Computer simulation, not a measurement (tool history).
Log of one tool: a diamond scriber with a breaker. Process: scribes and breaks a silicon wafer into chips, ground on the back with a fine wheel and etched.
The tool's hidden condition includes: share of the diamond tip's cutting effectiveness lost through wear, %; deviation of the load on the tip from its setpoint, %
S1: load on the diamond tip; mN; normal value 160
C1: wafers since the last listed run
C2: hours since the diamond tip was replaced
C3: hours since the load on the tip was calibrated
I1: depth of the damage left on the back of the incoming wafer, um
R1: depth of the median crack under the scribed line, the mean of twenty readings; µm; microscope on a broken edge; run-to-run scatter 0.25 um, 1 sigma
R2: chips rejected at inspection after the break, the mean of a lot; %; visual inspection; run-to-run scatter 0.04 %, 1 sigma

run	hour	S1	C1	C2	C3	I1	R1	R2
1	0	160	0	179.5	952.6	0.78	13.79	0.9
2	23.8	160	75	203.3	976.4	0.79	13.18	1.09
3	46.2	160	70	225.7	998.8	0.5	13.55	1.13
4	64.9	130	59	244.4	1017.5	0.48	11.33	9.03
5	88.7	130	75	268.2	1041.3	0.78	11.17	9.58
6	106.3	181	55	285.8	1058.9	0.43	14.69	0.99
7	137.2	181	97	316.7	1089.8	0.76	14.65	1.01
8	167.6	148	96	347.1	1120.2	0.51	12.4	3.51
9	198.8	148	98	378.3	1151.4	0.68	12.58	3.62
10	228.8	148	95	408.3	1181.4	0.44	12.27	4.22
11	262.1	160	105	441.6	1214.7	0.43	12.97	2.05
12	286.5	160	77	466	1239.1	0.79	13.22	2.03
13	309	160	71	488.5	1261.6	0.71	13.17	2.28
14	338.7	160	94	518.2	1291.3	0.45	12.41	2.58
15	356.6	160	56	536.1	1309.2	0.73	12.68	2.55
16	382.2	160	81	561.7	1334.8	0.46	12.37	2.67
17	405	173	72	584.5	1357.6	0.32	13.3	1.27
# hour 417: diamond tip replaced by a new one
18	431.5	199	77	14.5	1384.1	0.6	13.21	1.16
19	458.8	131	86	41.8	1411.4	0.56	9.66	24.21
# hour 478.9: load on the tip recalibrated
20	491.1	160	95	74.1	12.2	0.44	11.04	9.76
21	513.2	160	69	96.2	34.3	0.41	10.53	10.94
22	530	160	53	113	51.1	0.34	11.23	12.11
23	550.9	173	66	133.9	72	0.46	11.3	6.39
24	567.2	177	51	150.2	88.3	0.6	11.58	6.38
# hour 582: diamond tip replaced by a new one, repeated, since the last time left the tool worse
25	594.9	160	81	12.9	116	0.74	14.06	0.74
26	607	140	38	25	128.1	0.44	12.65	2.87
27	641.5	132	109	59.5	162.6	0.72	11.7	5.43
28	665.3	117	75	83.3	186.4	0.39	10.88	13.1
29	683.3	187	57	101.3	204.4	0.62	15.24	2.35
30	698.1	160	46	116.1	219.2	0.36	14.01	0.87
31	714	160	50	132	235.1	0.57	13.62	0.91
32	745.5	134	99	163.5	266.6	0.79	12.03	5.86

Here are 4 independent what-if runs from the current tool condition. What would each one return?
A	746	180	1	164	267.1	0.66	?	?
B	746	145	1	164	267.1	0.66	?	?
C	746	202	1	164	267.1	0.66	?	?
D	746	191	1	164	267.1	0.66	?	?

run	R1	R2
A	14.92	1.42
B	12.57	2.86
C	16.3	4.68
D	15.61	2.78
Without the tool's unlogged condition, the same runs would have read:
run	R1	R2
A	15.38	2.25
B	12.96	1.85
C	16.81	6.4
D	16.1	4.08

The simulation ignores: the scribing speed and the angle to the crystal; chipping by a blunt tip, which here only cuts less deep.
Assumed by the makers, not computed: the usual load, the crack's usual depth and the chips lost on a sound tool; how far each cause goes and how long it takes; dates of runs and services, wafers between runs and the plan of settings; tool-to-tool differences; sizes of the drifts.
